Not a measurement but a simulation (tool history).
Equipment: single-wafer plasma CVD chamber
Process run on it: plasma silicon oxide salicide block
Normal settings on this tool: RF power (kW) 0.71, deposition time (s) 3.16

run,day,RF power (kW),deposition time (s),wafers since the last listed run,hours since the last RF generator calibration,hours since the showerhead was replaced,hours since the gauge calibration,"read-back reference wafer on the same gauge, thickness_nm",mean film thickness on the monitor wafer (nm)
1,0,0.71,3.16,0,1486,2736.1,521.1,40.526,35.73
2,0.433,0.71,3.16,395,1496.4,2746.5,531.5,40.515,35.702
3,0.758,0.71,3.16,296,1504.2,2754.3,539.3,40.52,35.68
4,1.492,0.71,3.16,669,1521.8,2771.9,556.9,40.485,35.77
5,3.408,0.71,3.16,1748,1567.8,2817.9,602.9,40.506,35.744
6,3.688,0.71,3.16,254,1574.5,2824.6,609.6,40.501,35.799
7,4.029,0.71,3.16,311,1582.7,2832.8,617.8,40.491,35.717
8,4.733,0.71,3.16,642,1599.6,2849.7,634.7,40.525,35.658
9,5.367,0.71,3.16,577,1614.8,2864.9,649.9,40.49,35.728
10,5.621,0.615,3.16,231,1620.9,2871,656,40.501,34.473
11,7.725,0.71,3.42,1919,1671.4,2921.5,706.5,40.528,38.725
12,8.212,0.71,3.42,444,1683.1,2933.2,718.2,40.517,38.676
13,8.908,0.71,3.42,634,1699.8,2949.9,734.9,40.517,38.604
14,9.642,0.71,3.16,669,1717.4,2967.5,752.5,40.505,35.633
15,10.3,0.71,3.16,600,1733.2,2983.3,768.3,40.493,35.736
16,10.696,0.71,3.16,361,1742.7,2992.8,777.8,40.488,35.695
17,11.238,0.71,3.16,494,1755.7,3005.8,790.8,40.493,35.685
18,11.883,0.71,3.16,589,1771.2,3021.3,806.3,40.508,35.703
# day 12.425: RF generator calibrated
19,12.446,0.71,3.16,209,0.5,3034.8,819.8,40.497,36.28
20,12.871,0.71,3.16,387,10.7,3045,830,40.52,36.358
# day 13.329: gauge calibrated
21,13.45,0.77,2.65,528,24.6,3058.9,2.9,40.5,31.158
22,14.162,0.585,2.97,650,41.7,3076,20,40.52,32.514
23,14.642,0.575,2.94,437,53.2,3087.5,31.5,40.508,31.981
24,15.229,0.59,3.16,536,67.3,3101.6,45.6,40.496,34.643
25,15.512,0.6,3.16,258,74.1,3108.4,52.4,40.5,34.816
26,15.967,0.595,2.58,414,85,3119.3,63.3,40.5,28.338
27,16.362,0.805,3.52,361,94.5,3128.8,72.8,40.508,41.638
28,17.029,0.71,3.16,608,110.5,3144.8,88.8,40.515,36.226
# day 17.729: showerhead replaced, of another model than before
29,17.75,0.71,3.16,353,127.8,0.5,106.1,40.498,36.347
30,17.762,0.71,3.16,11,128.1,0.8,106.4,40.51,36.301
31,18.408,0.585,2.97,589,143.6,16.3,121.9,40.496,33.004
32,18.679,0.765,3.75,247,150.1,22.8,128.4,40.5,43.615
33,19.05,0.71,3.16,338,159,31.7,137.3,40.511,36.277
34,19.633,0.71,3.67,532,173,45.7,151.3,40.491,42.041
35,19.975,0.59,2.73,311,181.2,53.9,159.5,40.514,30.253
36,20.408,0.765,3.4,395,191.6,64.3,169.9,40.474,39.553
37,21.925,0.84,3.34,1383,228,100.7,206.3,40.507,39.426
38,22.375,0.76,2.87,410,238.8,111.5,217.1,40.492,33.28
39,23.329,0.67,3.5,870,261.7,134.4,240,40.513,39.755
40,23.742,0.71,2.96,376,271.6,144.3,249.9,40.512,33.914
41,24.354,0.71,3.16,558,286.3,159,264.6,40.532,36.152
42,24.867,0.58,3.71,467,298.6,171.3,276.9,40.477,41.036
43,25.129,0.71,3.16,239,304.9,177.6,283.2,40.518,36.28
44,25.479,0.8,2.77,319,313.3,186,291.6,40.532,32.393
45,25.783,0.785,3.53,277,320.6,193.3,298.9,40.495,41.155

What the log doesn't show, run by run:
gauge reads high (%): 0, the same for each run
H1: delivered RF power above the setpoint (%)
run,H1
1,-7.45
2,-7.46
3,-7.47
4,-7.5
5,-7.56
6,-7.57
7,-7.58
8,-7.6
9,-7.62
10,-7.62
11,-7.68
12,-7.69
13,-7.71
14,-7.73
15,-7.74
16,-7.75
17,-7.77
18,-7.78
19,-0.823
20,-0.946
21,-1.11
22,-1.31
23,-1.44
24,-1.6
25,-1.67
26,-1.79
27,-1.89
28,-2.06
29,-2.24
30,-2.24
31,-2.4
32,-2.46
33,-2.55
34,-2.68
35,-2.76
36,-2.86
37,-3.18
38,-3.28
39,-3.47
40,-3.55
41,-3.67
42,-3.77
43,-3.82
44,-3.89
45,-3.94
